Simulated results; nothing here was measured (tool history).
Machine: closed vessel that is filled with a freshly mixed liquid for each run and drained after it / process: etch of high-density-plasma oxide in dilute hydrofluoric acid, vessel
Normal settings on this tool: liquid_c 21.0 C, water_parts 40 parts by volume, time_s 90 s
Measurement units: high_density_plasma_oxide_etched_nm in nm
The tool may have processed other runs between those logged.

| run | hour | liquid_c | water_parts | time_s | read-back film thickness of the high-density-plasma oxide reference wafer, read on the same gauge (nm) | high_density_plasma_oxide_etched_nm |
|---|---|---|---|---|---|---|
| 1 | 0.0 | 21.0 | 40 | 70 | 150.00 | 7.87 |
| 2 | 83.8 | 21.0 | 40 | 70 | 149.99 | 7.78 |
|  | 122.7 | thermometer replaced |
| 3 | 159.9 | 21.0 | 40 | 70 | 150.01 | 8.18 |
| 4 | 227.1 | 21.0 | 40 | 90 | 149.99 | 10.62 |
|  | 267.4 | gauge calibrated |
| 5 | 285.0 | 21.0 | 40 | 90 | 150.00 | 10.47 |
| 6 | 357.1 | 21.0 | 40 | 90 | 150.04 | 10.33 |
| 7 | 458.1 | 21.0 | 40 | 115 | 149.99 | 13.15 |
| 8 | 509.6 | 21.0 | 40 | 115 | 150.01 | 12.72 |
| 9 | 556.7 | 21.0 | 40 | 115 | 149.97 | 13.20 |
| 10 | 639.9 | 21.0 | 40 | 90 | 150.02 | 9.93 |
| 11 | 733.3 | 21.0 | 40 | 90 | 150.01 | 9.93 |
|  | 745.4 | thermometer replaced |
| 12 | 826.0 | 21.0 | 40 | 90 | 150.00 | 10.46 |
| 13 | 884.7 | 23.0 | 40 | 90 | 149.99 | 11.45 |
| 14 | 951.2 | 17.0 | 50 | 90 | 150.02 | 6.89 |
| 15 | 1038.3 | 25.5 | 40 | 90 | 149.99 | 12.59 |
|  | 1123.0 | hydrofluoric acid flow meter replaced |
| 16 | 1126.8 | 21.0 | 40 | 110 | 150.01 | 12.44 |
| 17 | 1198.4 | 18.0 | 20 | 110 | 149.99 | 22.03 |
| 18 | 1261.8 | 22.5 | 40 | 90 | 149.96 | 10.60 |
|  | 1313.8 | thermometer replaced |
| 19 | 1361.2 | 17.0 | 60 | 140 | 149.97 | 8.86 |
| 20 | 1437.6 | 21.0 | 40 | 90 | 150.02 | 10.30 |
| 21 | 1497.4 | 18.5 | 40 | 115 | 149.98 | 11.82 |
|  | 1547.6 | gauge calibrated |
| 22 | 1592.4 | 21.0 | 35 | 60 | 149.97 | 8.05 |
| 23 | 1657.1 | 21.0 | 60 | 90 | 150.00 | 6.69 |
| 24 | 1892.1 | 21.0 | 20 | 120 | 150.00 | 27.01 |
|  | 2006.1 | thermometer replaced |
| 25 | 2106.9 | 21.0 | 40 | 90 | 150.01 | 10.44 |

The same runs without the tool's hidden state, with the same run-to-run variation:
The hidden state here: liquid colder than its thermometer reads (K); hydrofluoric acid flow above the setpoint (%); gauge reads high (%).
| run | high_density_plasma_oxide_etched_nm |
|---|---|
| 1 | 8.35 |
| 2 | 8.35 |
| 3 | 8.26 |
| 4 | 10.83 |
| 5 | 10.76 |
| 6 | 10.71 |
| 7 | 13.81 |
| 8 | 13.45 |
| 9 | 14.04 |
| 10 | 10.68 |
| 11 | 10.81 |
| 12 | 10.62 |
| 13 | 11.70 |
| 14 | 7.12 |
| 15 | 13.12 |
| 16 | 13.13 |
| 17 | 23.54 |
| 18 | 11.38 |
| 19 | 8.95 |
| 20 | 10.50 |
| 21 | 12.15 |
| 22 | 8.37 |
| 23 | 7.01 |
| 24 | 29.26 |
| 25 | 10.76 |

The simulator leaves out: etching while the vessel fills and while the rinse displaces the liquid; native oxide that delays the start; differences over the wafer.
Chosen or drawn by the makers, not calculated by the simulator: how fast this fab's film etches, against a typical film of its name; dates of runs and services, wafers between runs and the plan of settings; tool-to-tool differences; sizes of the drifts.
